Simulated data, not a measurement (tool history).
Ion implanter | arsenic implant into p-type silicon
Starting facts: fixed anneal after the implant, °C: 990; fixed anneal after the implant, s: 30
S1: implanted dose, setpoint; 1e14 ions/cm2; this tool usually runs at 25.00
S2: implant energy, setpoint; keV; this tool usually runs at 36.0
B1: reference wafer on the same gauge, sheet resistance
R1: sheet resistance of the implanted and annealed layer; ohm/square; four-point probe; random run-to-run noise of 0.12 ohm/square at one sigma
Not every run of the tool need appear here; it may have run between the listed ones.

run 1 day=0.000 | S1=30.34 S2=36.0 | B1=67.59 | R1=77.31
run 2 day=0.500 | S1=30.34 S2=36.0 | B1=67.60 | R1=77.36
run 3 day=0.762 | S1=25.00 S2=29.0 | B1=67.60 | R1=87.76
-- day=2.492 Faraday cup replaced and dose calibrated
-- day=3.121 extraction supply calibrated
run 4 day=3.142 | S1=25.00 S2=36.0 | B1=67.60 | R1=80.45
run 5 day=3.338 | S1=25.00 S2=39.5 | B1=67.60 | R1=77.06
run 6 day=5.217 | S1=25.00 S2=39.5 | B1=67.60 | R1=76.97
run 7 day=5.612 | S1=25.00 S2=39.5 | B1=67.61 | R1=77.13
run 8 day=5.883 | S1=27.16 S2=36.0 | B1=67.59 | R1=79.10
run 9 day=6.517 | S1=27.16 S2=36.0 | B1=67.60 | R1=79.29
run 10 day=7.088 | S1=27.16 S2=36.0 | B1=67.59 | R1=78.96
run 11 day=7.771 | S1=25.00 S2=36.0 | B1=67.61 | R1=80.39
run 12 day=8.121 | S1=17.89 S2=26.0 | B1=67.59 | R1=98.50
run 13 day=8.625 | S1=20.64 S2=44.0 | B1=67.61 | R1=77.09
run 14 day=9.329 | S1=21.19 S2=42.0 | B1=67.61 | R1=77.95
-- day=9.912 gauge calibrated
run 15 day=10.075 | S1=22.71 S2=26.0 | B1=67.60 | R1=93.87
run 16 day=10.521 | S1=19.08 S2=36.0 | B1=67.61 | R1=85.30
run 17 day=10.808 | S1=25.00 S2=44.0 | B1=67.61 | R1=73.31
run 18 day=11.508 | S1=32.18 S2=32.0 | B1=67.60 | R1=81.53
run 19 day=11.804 | S1=23.06 S2=32.0 | B1=67.58 | R1=85.82
run 20 day=12.233 | S1=30.35 S2=36.0 | B1=67.59 | R1=77.83
run 21 day=12.938 | S1=25.00 S2=36.0 | B1=67.59 | R1=80.28
run 22 day=13.192 | S1=25.00 S2=30.0 | B1=67.61 | R1=87.14
run 23 day=14.238 | S1=29.48 S2=32.5 | B1=67.58 | R1=82.20
run 24 day=14.642 | S1=20.28 S2=27.0 | B1=67.59 | R1=94.36
run 25 day=15.129 | S1=32.31 S2=47.0 | B1=67.59 | R1=67.21
run 26 day=15.400 | S1=25.00 S2=26.0 | B1=67.61 | R1=92.41
run 27 day=15.942 | S1=25.00 S2=39.5 | B1=67.62 | R1=76.92
run 28 day=16.304 | S1=19.07 S2=27.5 | B1=67.60 | R1=94.68
run 29 day=16.679 | S1=30.87 S2=25.5 | B1=67.60 | R1=90.52
run 30 day=17.371 | S1=18.58 S2=36.0 | B1=67.60 | R1=85.76
run 31 day=17.912 | S1=25.00 S2=36.0 | B1=67.60 | R1=80.16
run 32 day=18.562 | S1=25.00 S2=36.0 | B1=67.58 | R1=80.44
run 33 day=19.108 | S1=29.13 S2=43.5 | B1=67.60 | R1=71.17
run 34 day=19.558 | S1=25.00 S2=44.0 | B1=67.59 | R1=73.15
run 35 day=20.304 | S1=25.00 S2=36.0 | B1=67.61 | R1=80.46
run 36 day=20.662 | S1=19.20 S2=32.5 | B1=67.60 | R1=88.61

Some steps in R1, run to run, broken into two amounts with sign: the step expected even without the hidden condition (settings, incoming material, random variation), and the rest, left for the hidden condition together with whatever gauge scatter is not in both the measured and the hidden-condition-free result:
The hidden state here: deviation of the true dose from the Faraday cup's reading, %; deviation of the true energy from its setpoint, %; gauge reads high (%).
Run 2 -> 3: S1 30.34 -> 25.00, S2 36.0 -> 29.0. R1 +10.40 ohm/square: hidden state -0.07, all else +10.47.
Run 3 -> 4: S2 29.0 -> 36.0, Faraday cup replaced and dose calibrated, extraction supply calibrated. R1 -7.31 ohm/square: hidden state +0.49, all else -7.80.
Run 12 -> 13: S1 17.89 -> 20.64, S2 26.0 -> 44.0. R1 -21.41 ohm/square: hidden state -0.01, all else -21.40.
Run 24 -> 25: S1 20.28 -> 32.31, S2 27.0 -> 47.0. R1 -27.15 ohm/square: hidden state +0.00, all else -27.15.
Run 25 -> 26: S1 32.31 -> 25.00, S2 47.0 -> 26.0. R1 +25.20 ohm/square: hidden state +0.00, all else +25.20.
Run 35 -> 36: S1 25.00 -> 19.20, S2 36.0 -> 32.5. R1 +8.15 ohm/square: hidden state -0.05, all else +8.20.
